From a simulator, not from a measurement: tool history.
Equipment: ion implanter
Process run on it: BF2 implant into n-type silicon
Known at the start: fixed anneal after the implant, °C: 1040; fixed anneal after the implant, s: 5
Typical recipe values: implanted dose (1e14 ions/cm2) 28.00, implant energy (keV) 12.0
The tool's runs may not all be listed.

run   hour  implanted dose (1e14 ions/cm2)  implant energy (keV)  read-back reference wafer on the same gauge, sheet resistance  sheet resistance of the implanted and annealed layer (ohm/square)
  1    0.0                           28.00                  12.0                                                         173.97                                                             175.65
  2   64.8                           28.00                  12.0                                                         173.92                                                             174.93
  3   88.6                           28.00                  12.0                                                         173.96                                                             174.92
  4  111.0                           28.00                  12.0                                                         173.97                                                             175.25
  5  145.8                           28.00                  12.0                                                         174.15                                                             175.14
  6  168.4                           28.00                  12.0                                                         173.92                                                             175.21
  7  200.0                           28.00                  12.0                                                         174.13                                                             175.68
     230.2  -- Faraday cup replaced and dose calibrated
  8  230.7                           22.47                  12.0                                                         173.92                                                             178.30
  9  242.3                           28.00                  12.0                                                         173.96                                                             175.14
 10  278.1                           28.00                  12.0                                                         174.05                                                             175.37
 11  293.9                           28.00                  12.0                                                         173.94                                                             175.32
 12  312.9                           28.00                  13.0                                                         174.08                                                             169.06
 13  326.6                           24.14                  16.0                                                         174.01                                                             156.82
     362.6  -- extraction supply calibrated
 14  363.1                           21.19                   8.5                                                         173.94                                                             204.91
 15  382.7                           32.47                  15.5                                                         173.99                                                             154.52
 16  407.2                           28.00                  12.0                                                         173.89                                                             174.72
 17  420.5                           33.95                  11.0                                                         173.99                                                             178.73
     421.8  -- gauge calibrated
 18  447.9                           35.00                   9.5                                                         174.01                                                             189.51
 19  462.5                           28.00                  12.0                                                         174.01                                                             175.47
 20  530.8                           21.52                   9.0                                                         174.00                                                             201.07
 21  550.2                           28.00                  12.0                                                         174.06                                                             174.69
 22  568.8                           22.60                  10.5                                                         173.98                                                             188.41
 23  585.0                           28.00                  12.0                                                         174.01                                                             175.51
 24  603.3                           35.67                  14.0                                                         173.96                                                             160.51
 25  627.5                           32.80                   8.0                                                         174.10                                                             203.97

Below are 4 alternative next runs, each starting from the tool's condition after run 25. Predict each:
  A  627.9                           28.00                  12.0                                                              ?                                                                  ?
  B  627.9                           34.78                  10.0                                                              ?                                                                  ?
  C  627.9                           31.90                   8.0                                                              ?                                                                  ?
  D  627.9                           28.00                  15.5                                                              ?                                                                  ?

run  read-back reference wafer on the same gauge, sheet resistance  sheet resistance of the implanted and annealed layer (ohm/square)
  A                                                         173.96                                                             175.09
  B                                                         173.96                                                             185.65
  C                                                         173.96                                                             204.47
  D                                                         173.96                                                             156.55
With no hidden state in the tool, these same runs would have given:
run  sheet resistance of the implanted and annealed layer (ohm/square)
  A                                                             175.09
  B                                                             185.65
  C                                                             204.47
  D                                                             156.55

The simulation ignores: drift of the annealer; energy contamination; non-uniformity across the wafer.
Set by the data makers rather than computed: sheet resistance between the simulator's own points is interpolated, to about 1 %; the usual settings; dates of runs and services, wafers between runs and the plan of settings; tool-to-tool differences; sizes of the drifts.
